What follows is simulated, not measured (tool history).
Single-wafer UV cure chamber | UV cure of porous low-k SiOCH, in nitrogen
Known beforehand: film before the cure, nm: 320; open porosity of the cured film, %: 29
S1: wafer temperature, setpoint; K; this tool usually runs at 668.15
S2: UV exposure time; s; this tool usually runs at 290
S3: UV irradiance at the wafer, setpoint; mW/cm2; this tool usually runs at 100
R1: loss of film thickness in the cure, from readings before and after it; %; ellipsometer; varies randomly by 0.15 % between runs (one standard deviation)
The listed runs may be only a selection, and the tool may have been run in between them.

| run | hour | S1 | S2 | S3 | R1 |
|---|---|---|---|---|---|
| 1 | 0.0 | 668.15 | 290 | 100 | 15.868 |
|  | 58.2 | quartz window cleaned |
| 2 | 58.7 | 668.15 | 290 | 100 | 16.074 |
| 3 | 95.2 | 668.15 | 290 | 100 | 15.587 |
| 4 | 187.5 | 668.15 | 290 | 100 | 15.961 |
| 5 | 223.7 | 668.15 | 290 | 100 | 16.003 |
| 6 | 302.2 | 668.15 | 290 | 100 | 15.605 |
| 7 | 361.1 | 668.15 | 290 | 89 | 14.883 |
|  | 415.0 | quartz window cleaned |
| 8 | 419.6 | 668.15 | 290 | 89 | 14.968 |
| 9 | 516.7 | 668.15 | 290 | 100 | 15.638 |
|  | 563.6 | UV bulbs replaced |
| 10 | 613.7 | 668.15 | 125 | 100 | 11.467 |
| 11 | 678.0 | 668.15 | 290 | 69 | 13.677 |
|  | 758.6 | quartz window cleaned |
| 12 | 784.8 | 652.15 | 215 | 137 | 15.255 |
| 13 | 829.4 | 668.15 | 290 | 100 | 15.525 |
| 14 | 923.3 | 680.15 | 125 | 120 | 12.546 |
| 15 | 1005.5 | 668.15 | 290 | 100 | 15.831 |
| 16 | 1045.4 | 657.15 | 240 | 128 | 15.771 |

Estimate the outcome of run 17 from the log above:
|  | 1127.1 | quartz window cleaned |
| 17 | 1141.8 | 678.15 | 425 | 65 | ? |

Logged for run 17: R1 15.807 %.
Had the tool carried no hidden state, the very same run would have given R1 15.807 %.
